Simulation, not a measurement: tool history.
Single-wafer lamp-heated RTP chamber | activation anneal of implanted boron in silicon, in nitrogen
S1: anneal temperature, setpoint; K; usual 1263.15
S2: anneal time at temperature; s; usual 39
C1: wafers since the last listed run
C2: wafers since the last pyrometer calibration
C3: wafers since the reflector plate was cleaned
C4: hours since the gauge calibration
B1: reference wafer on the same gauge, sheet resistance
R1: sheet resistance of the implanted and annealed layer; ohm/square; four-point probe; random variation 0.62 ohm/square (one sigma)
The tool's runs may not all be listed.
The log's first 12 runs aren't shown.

Run 13, hour 303.4: usual settings but S1 1286.15 K, S2 29 s; C1 429; C2 5116; C3 7278; C4 1039.9; B1 331.24. Result: R1 336.95 ohm/square.
Run 14, hour 327.6: usual settings but S1 1286.15 K, S2 29 s; C1 207; C2 5323; C3 7485; C4 1064.1; B1 331.24. Result: R1 336.83 ohm/square.
Run 15, hour 340.8: usual settings but S1 1287.15 K; C1 113; C2 5436; C3 7598; C4 1077.3; B1 331.25. Result: R1 335.69 ohm/square.
Run 16, hour 354.0: usual settings but S1 1287.15 K; C1 113; C2 5549; C3 7711; C4 1090.5; B1 331.00. Result: R1 335.16 ohm/square.
Run 17, hour 379.3: usual settings; C1 216; C2 5766; C3 7928; C4 1115.8; B1 330.95. Result: R1 337.49 ohm/square.
Run 18, hour 412.7: usual settings but S2 59 s; C1 286; C2 6052; C3 8214; C4 1149.2; B1 331.11. Result: R1 336.38 ohm/square.
Run 19, hour 448.6: usual settings; C1 307; C2 6359; C3 8521; C4 1185.1; B1 331.16. Result: R1 338.15 ohm/square.
Run 20, hour 466.7: usual settings but S1 1286.15 K, S2 29 s; C1 155; C2 6514; C3 8676; C4 1203.2; B1 331.19. Result: R1 336.26 ohm/square.
At hour 497.0: pyrometer window cleaned and pyrometer calibrated.
Run 21, hour 497.5: usual settings but S1 1275.15 K, S2 50 s; C1 195; C2 4; C3 8872; C4 1234.0; B1 331.18. Result: R1 337.60 ohm/square.
Run 22, hour 511.9: usual settings but S2 26 s; C1 123; C2 128; C3 8995; C4 1248.4; B1 331.09. Result: R1 340.68 ohm/square.
Run 23, hour 540.2: usual settings but S1 1281.15 K; C1 242; C2 370; C3 9237; C4 1276.7; B1 330.96. Result: R1 337.11 ohm/square.
At hour 564.7: reflector plate cleaned.
Run 24, hour 565.2: usual settings but S1 1283.15 K, S2 32 s; C1 145; C2 515; C3 3; C4 1301.7; B1 331.23. Result: R1 338.97 ohm/square.
At hour 585.2: gauge calibrated.
Run 25, hour 593.2: usual settings but S1 1291.15 K, S2 61 s; C1 239; C2 755; C3 243; C4 8.0; B1 331.07. Result: R1 335.68 ohm/square.
Run 26, hour 606.5: usual settings; C1 113; C2 869; C3 357; C4 21.3; B1 330.88. Result: R1 342.84 ohm/square.
Run 27, hour 629.3: usual settings but S1 1273.15 K, S2 60 s; C1 195; C2 1064; C3 552; C4 44.1; B1 330.98. Result: R1 338.06 ohm/square.
Run 28, hour 677.3: usual settings; C1 411; C2 1476; C3 964; C4 92.1; B1 331.04. Result: R1 342.03 ohm/square.
Run 29, hour 763.6: usual settings; C1 739; C2 2215; C3 1703; C4 178.4; B1 331.31. Result: R1 341.41 ohm/square.
Run 30, hour 783.3: usual settings but S2 25 s; C1 168; C2 2383; C3 1871; C4 198.1; B1 330.86. Result: R1 342.77 ohm/square.
Run 31, hour 799.5: usual settings but S1 1247.15 K, S2 51 s; C1 138; C2 2522; C3 2010; C4 214.3; B1 330.97. Result: R1 347.05 ohm/square.
Run 32, hour 823.1: usual settings but S2 47 s; C1 202; C2 2724; C3 2212; C4 237.9; B1 330.87. Result: R1 340.53 ohm/square.
Run 33, hour 856.4: usual settings but S2 33 s; C1 285; C2 3009; C3 2497; C4 271.2; B1 330.99. Result: R1 340.36 ohm/square.
Run 34, hour 876.9: usual settings but S1 1285.15 K, S2 61 s; C1 175; C2 3185; C3 2673; C4 291.7; B1 331.13. Result: R1 335.85 ohm/square.

The next listed run, before its measurement:
Run 35, hour 905.9: usual settings but S1 1253.15 K, S2 61 s; C1 248; C2 3433; C3 2921; C4 320.7; B1 ?. Result: R1 ?.

Run 35 gave B1 330.79, R1 340.94 ohm/square.
Without the tool's hidden state the same run would have given R1 346.20 ohm/square.
